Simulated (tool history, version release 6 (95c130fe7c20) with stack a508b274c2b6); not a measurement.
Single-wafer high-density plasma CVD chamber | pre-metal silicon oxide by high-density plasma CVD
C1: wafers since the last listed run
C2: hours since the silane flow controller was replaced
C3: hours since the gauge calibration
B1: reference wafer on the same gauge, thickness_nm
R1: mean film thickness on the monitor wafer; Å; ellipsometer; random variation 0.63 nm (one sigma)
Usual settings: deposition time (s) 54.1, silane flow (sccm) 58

run 1 hour=0.0 | deposition_time_(s)=62.2 silane_flow_(sccm)=58 | C1=0 C2=4195.1 C3=77.6 | B1=368.034 | R1=3610.68
run 2 hour=35.0 | deposition_time_(s)=62.2 silane_flow_(sccm)=58 | C1=758 C2=4230.1 C3=112.6 | B1=368.268 | R1=3603.90
run 3 hour=61.8 | deposition_time_(s)=62.2 silane_flow_(sccm)=58 | C1=581 C2=4256.9 C3=139.4 | B1=368.072 | R1=3600.67
run 4 hour=87.9 | deposition_time_(s)=49.6 silane_flow_(sccm)=61 | C1=565 C2=4283.0 C3=165.5 | B1=367.995 | R1=3021.12
run 5 hour=112.8 | deposition_time_(s)=54.1 silane_flow_(sccm)=58 | C1=539 C2=4307.9 C3=190.4 | B1=368.085 | R1=3137.37
run 6 hour=144.3 | deposition_time_(s)=54.1 silane_flow_(sccm)=58 | C1=683 C2=4339.4 C3=221.9 | B1=367.801 | R1=3133.99
run 7 hour=167.2 | deposition_time_(s)=54.1 silane_flow_(sccm)=58 | C1=496 C2=4362.3 C3=244.8 | B1=368.207 | R1=3136.71
run 8 hour=196.2 | deposition_time_(s)=54.1 silane_flow_(sccm)=58 | C1=628 C2=4391.3 C3=273.8 | B1=368.050 | R1=3127.63
run 9 hour=209.3 | deposition_time_(s)=54.1 silane_flow_(sccm)=58 | C1=284 C2=4404.4 C3=286.9 | B1=368.126 | R1=3136.75
run 10 hour=243.1 | deposition_time_(s)=54.1 silane_flow_(sccm)=58 | C1=732 C2=4438.2 C3=320.7 | B1=367.930 | R1=3128.67
run 11 hour=269.9 | deposition_time_(s)=54.1 silane_flow_(sccm)=58 | C1=581 C2=4465.0 C3=347.5 | B1=367.929 | R1=3137.91
run 12 hour=282.8 | deposition_time_(s)=54.1 silane_flow_(sccm)=58 | C1=279 C2=4477.9 C3=360.4 | B1=367.803 | R1=3127.78
run 13 hour=379.2 | deposition_time_(s)=50.3 silane_flow_(sccm)=62 | C1=2090 C2=4574.3 C3=456.8 | B1=367.801 | R1=3116.14
run 14 hour=414.0 | deposition_time_(s)=48.8 silane_flow_(sccm)=63 | C1=754 C2=4609.1 C3=491.6 | B1=367.993 | R1=3084.85
-- hour=424.5 gauge calibrated
run 15 hour=438.6 | deposition_time_(s)=58.8 silane_flow_(sccm)=61 | C1=533 C2=4633.7 C3=14.1 | B1=368.080 | R1=3577.66
run 16 hour=455.9 | deposition_time_(s)=63.6 silane_flow_(sccm)=49 | C1=375 C2=4651.0 C3=31.4 | B1=367.847 | R1=3111.70
-- hour=475.5 silane flow controller replaced
run 17 hour=476.9 | deposition_time_(s)=48.6 silane_flow_(sccm)=68 | C1=281 C2=1.4 C3=52.4 | B1=367.915 | R1=3537.22
run 18 hour=497.0 | deposition_time_(s)=60.8 silane_flow_(sccm)=48 | C1=435 C2=21.5 C3=72.5 | B1=368.087 | R1=3119.58
run 19 hour=527.3 | deposition_time_(s)=63.1 silane_flow_(sccm)=53 | C1=657 C2=51.8 C3=102.8 | B1=367.976 | R1=3572.09
run 20 hour=555.5 | deposition_time_(s)=57.9 silane_flow_(sccm)=67 | C1=611 C2=80.0 C3=131.0 | B1=368.130 | R1=4135.76
run 21 hour=575.2 | deposition_time_(s)=63.1 silane_flow_(sccm)=51 | C1=427 C2=99.7 C3=150.7 | B1=367.997 | R1=3432.66
run 22 hour=604.0 | deposition_time_(s)=54.1 silane_flow_(sccm)=58 | C1=624 C2=128.5 C3=179.5 | B1=367.905 | R1=3337.28
run 23 hour=620.8 | deposition_time_(s)=54.1 silane_flow_(sccm)=58 | C1=364 C2=145.3 C3=196.3 | B1=367.878 | R1=3342.29
run 24 hour=645.6 | deposition_time_(s)=63.6 silane_flow_(sccm)=68 | C1=537 C2=170.1 C3=221.1 | B1=367.842 | R1=4583.79

Hidden state at the last listed run before each entry between runs and at the first one after, where it differs:
Between runs 14 and 15: gauge calibrated (hour 424.5)
  no hidden state differs between the two runs
  measured less the result without the state, R1: -205.32 -> -238.29 Å
Between runs 16 and 17: silane flow controller replaced (hour 475.5)
  delivered silane flow above the setpoint (%): -6.25 -> 0.463
  measured less the result without the state, R1: -207.36 -> +16.31 Å
